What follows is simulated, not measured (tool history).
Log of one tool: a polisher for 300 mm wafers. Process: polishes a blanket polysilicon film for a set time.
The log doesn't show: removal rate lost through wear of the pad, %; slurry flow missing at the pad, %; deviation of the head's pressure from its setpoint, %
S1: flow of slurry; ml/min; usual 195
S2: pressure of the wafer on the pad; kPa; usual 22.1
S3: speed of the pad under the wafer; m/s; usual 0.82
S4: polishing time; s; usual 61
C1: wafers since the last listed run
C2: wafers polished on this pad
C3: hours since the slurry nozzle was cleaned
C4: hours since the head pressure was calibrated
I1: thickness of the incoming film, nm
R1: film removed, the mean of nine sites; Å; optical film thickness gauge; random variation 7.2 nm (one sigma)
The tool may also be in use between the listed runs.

{"run": 1, "hour": 0.0, "S1": 195, "S2": 22.1, "S3": 0.82, "S4": 50, "C1": 0, "C2": 1515, "C3": 54.6, "C4": 1146.3, "I1": 1677.7, "R1": 4401}
{"hour": 30.7, "done": "worn pad replaced by a new one"}
{"run": 2, "hour": 51.2, "S1": 195, "S2": 22.1, "S3": 0.82, "S4": 50, "C1": 292, "C2": 127, "C3": 105.8, "C4": 1197.5, "I1": 1660.5, "R1": 4458}
{"run": 3, "hour": 87.0, "S1": 195, "S2": 22.1, "S3": 0.82, "S4": 50, "C1": 221, "C2": 349, "C3": 141.6, "C4": 1233.3, "I1": 1663.1, "R1": 4327}
{"run": 4, "hour": 103.7, "S1": 195, "S2": 22.1, "S3": 0.82, "S4": 61, "C1": 103, "C2": 452, "C3": 158.3, "C4": 1250, "I1": 1657.9, "R1": 5431}
{"run": 5, "hour": 124.9, "S1": 195, "S2": 22.1, "S3": 0.82, "S4": 61, "C1": 131, "C2": 584, "C3": 179.5, "C4": 1271.2, "I1": 1662.6, "R1": 5481}
{"run": 6, "hour": 155.4, "S1": 195, "S2": 22.1, "S3": 0.82, "S4": 61, "C1": 189, "C2": 773, "C3": 210, "C4": 1301.7, "I1": 1665.3, "R1": 5387}
{"run": 7, "hour": 173.2, "S1": 195, "S2": 22.1, "S3": 0.82, "S4": 61, "C1": 110, "C2": 883, "C3": 227.8, "C4": 1319.5, "I1": 1670.1, "R1": 5358}
{"run": 8, "hour": 189.0, "S1": 195, "S2": 22.1, "S3": 0.82, "S4": 61, "C1": 97, "C2": 981, "C3": 243.6, "C4": 1335.3, "I1": 1699.6, "R1": 5360}
{"run": 9, "hour": 204.1, "S1": 195, "S2": 22.1, "S3": 0.82, "S4": 61, "C1": 93, "C2": 1074, "C3": 258.7, "C4": 1350.4, "I1": 1652.4, "R1": 5446}
{"hour": 210.2, "done": "slurry nozzle cleaned"}
{"run": 10, "hour": 236.0, "S1": 195, "S2": 22.1, "S3": 0.82, "S4": 61, "C1": 191, "C2": 1266, "C3": 25.8, "C4": 1382.3, "I1": 1641.5, "R1": 5286}
{"run": 11, "hour": 253.2, "S1": 195, "S2": 22.1, "S3": 0.82, "S4": 61, "C1": 106, "C2": 1373, "C3": 43, "C4": 1399.5, "I1": 1679.9, "R1": 5300}
{"hour": 273.2, "done": "head pressure recalibrated"}
{"run": 12, "hour": 275.5, "S1": 195, "S2": 22.1, "S3": 0.82, "S4": 61, "C1": 125, "C2": 1498, "C3": 65.3, "C4": 2.3, "I1": 1669.3, "R1": 5701}
{"hour": 290.8, "done": "worn pad replaced by a new one"}
{"run": 13, "hour": 337.8, "S1": 195, "S2": 22.1, "S3": 0.82, "S4": 61, "C1": 361, "C2": 291, "C3": 127.6, "C4": 64.6, "I1": 1668.7, "R1": 5616}
{"run": 14, "hour": 370.5, "S1": 195, "S2": 22.1, "S3": 0.76, "S4": 61, "C1": 202, "C2": 494, "C3": 160.3, "C4": 97.3, "I1": 1679.1, "R1": 5397}
{"run": 15, "hour": 406.1, "S1": 195, "S2": 22.1, "S3": 0.76, "S4": 61, "C1": 220, "C2": 714, "C3": 195.9, "C4": 132.9, "I1": 1694.7, "R1": 5378}
{"run": 16, "hour": 437.2, "S1": 195, "S2": 22.1, "S3": 0.82, "S4": 61, "C1": 192, "C2": 907, "C3": 227, "C4": 164, "I1": 1674.1, "R1": 5953}
{"hour": 440.9, "done": "head pressure recalibrated, repeated, since the last time left the tool worse"}
{"hour": 445.3, "done": "slurry nozzle cleaned"}
{"run": 17, "hour": 516.2, "S1": 195, "S2": 22.1, "S3": 0.82, "S4": 61, "C1": 471, "C2": 1378, "C3": 70.9, "C4": 75.3, "I1": 1662.2, "R1": 5090}
{"run": 18, "hour": 541.1, "S1": 195, "S2": 22.1, "S3": 0.7, "S4": 61, "C1": 154, "C2": 1533, "C3": 95.8, "C4": 100.2, "I1": 1677.2, "R1": 4574}

The next listed run, before its measurement:
{"hour": 552.2, "done": "worn pad replaced by a new one"}
{"run": 19, "hour": 574.9, "S1": 195, "S2": 22.1, "S3": 0.56, "S4": 54, "C1": 184, "C2": 140, "C3": 129.6, "C4": 134, "I1": 1666.8, "R1": "?"}

{"run 19": {"R1": 3242}}
Without the tool's hidden state the same run would have given R1 3188 Å.
